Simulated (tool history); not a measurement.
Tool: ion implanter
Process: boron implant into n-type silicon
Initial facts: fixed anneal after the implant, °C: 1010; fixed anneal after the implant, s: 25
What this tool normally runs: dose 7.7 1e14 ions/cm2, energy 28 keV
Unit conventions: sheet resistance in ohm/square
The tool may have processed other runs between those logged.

| run | hour | dose | energy | read-back reference wafer on the same gauge, sheet resistance | sheet resistance |
|---|---|---|---|---|---|
| 1 | 0 | 7.7 | 23 | 121.94 | 144.95 |
| 2 | 11 | 7.7 | 23 | 121.98 | 145.21 |
| 3 | 23 | 7.7 | 25.5 | 121.94 | 143.82 |
| 4 | 39.2 | 7.7 | 25.5 | 121.96 | 143.77 |
| 5 | 55.4 | 7.7 | 28 | 121.95 | 142.31 |
| 6 | 72.5 | 6.03 | 35.5 | 122.04 | 170.5 |
| 7 | 83.3 | 6.03 | 35.5 | 121.94 | 171.62 |
| 8 | 92.2 | 6.83 | 28 | 122.04 | 158.31 |
| 9 | 100.8 | 6.83 | 28 | 121.98 | 157.76 |
| 10 | 114.6 | 7.7 | 28 | 122.01 | 142.63 |
| 11 | 126.8 | 7.7 | 28 | 122.03 | 142.53 |
| 12 | 139.8 | 7.7 | 28 | 121.98 | 143.47 |
| 13 | 191.4 | 8.6 | 28 | 122.02 | 130.4 |
| 14 | 205.5 | 7.7 | 28 | 122.06 | 144.45 |
| 15 | 256 | 7.7 | 28 | 122 | 144.18 |
|  | 269.4 | extraction supply calibrated |
|  | 300.5 | Faraday cup replaced and dose calibrated |
| 16 | 301 | 7.7 | 28 | 122.11 | 139.81 |
| 17 | 307.4 | 7.7 | 22 | 122.13 | 142.19 |
| 18 | 323 | 5.82 | 35 | 121.9 | 171.58 |
| 19 | 339 | 7.7 | 28 | 122.02 | 139.29 |
| 20 | 351.5 | 9.01 | 23 | 122.1 | 123.17 |
| 21 | 358.7 | 6.05 | 19 | 121.83 | 177.57 |
|  | 365 | gauge calibrated |
| 22 | 376.1 | 6.36 | 33 | 122.02 | 160.64 |
| 23 | 385.9 | 5.52 | 31 | 121.96 | 181.87 |
| 24 | 403 | 9.9 | 37.5 | 122.01 | 111.07 |
| 25 | 418.1 | 8.49 | 35.5 | 122.17 | 126.02 |
| 26 | 429.5 | 9.49 | 37 | 122.02 | 115.34 |
| 27 | 436.1 | 7.7 | 28 | 122 | 138.35 |
| 28 | 449.7 | 6.36 | 33 | 121.94 | 161.09 |
| 29 | 462.4 | 6.53 | 33 | 121.91 | 158.53 |
| 30 | 476.4 | 9.95 | 32.5 | 122.04 | 110.88 |
| 31 | 492.7 | 7.7 | 28 | 122.15 | 139.11 |
| 32 | 503.9 | 7.7 | 31.5 | 121.97 | 138.37 |
| 33 | 520.3 | 7.7 | 28 | 122 | 139.37 |
| 34 | 534.7 | 8.49 | 35.5 | 121.98 | 125.85 |
| 35 | 544.1 | 8.6 | 36.5 | 122.03 | 124.7 |

Below are 5 alternative next runs, each starting from the tool's condition after run 35. Predict each:
| A | 544.5 | 7.7 | 28 | ? | ? |
| B | 544.5 | 9.38 | 35.5 | ? | ? |
| C | 544.5 | 6.66 | 25 | ? | ? |
| D | 544.5 | 6.11 | 36.5 | ? | ? |
| E | 544.5 | 8.79 | 30.5 | ? | ? |

| run | read-back reference wafer on the same gauge, sheet resistance | sheet resistance |
|---|---|---|
| A | 122.05 | 138.85 |
| B | 122.05 | 115.84 |
| C | 122.05 | 158.61 |
| D | 122.05 | 164.23 |
| E | 122.05 | 123.45 |
Stripped of hidden state, with their random variation kept, the same runs would have yielded:
| run | sheet resistance |
|---|---|
| A | 138.36 |
| B | 115.45 |
| C | 158.05 |
| D | 163.68 |
| E | 123.03 |

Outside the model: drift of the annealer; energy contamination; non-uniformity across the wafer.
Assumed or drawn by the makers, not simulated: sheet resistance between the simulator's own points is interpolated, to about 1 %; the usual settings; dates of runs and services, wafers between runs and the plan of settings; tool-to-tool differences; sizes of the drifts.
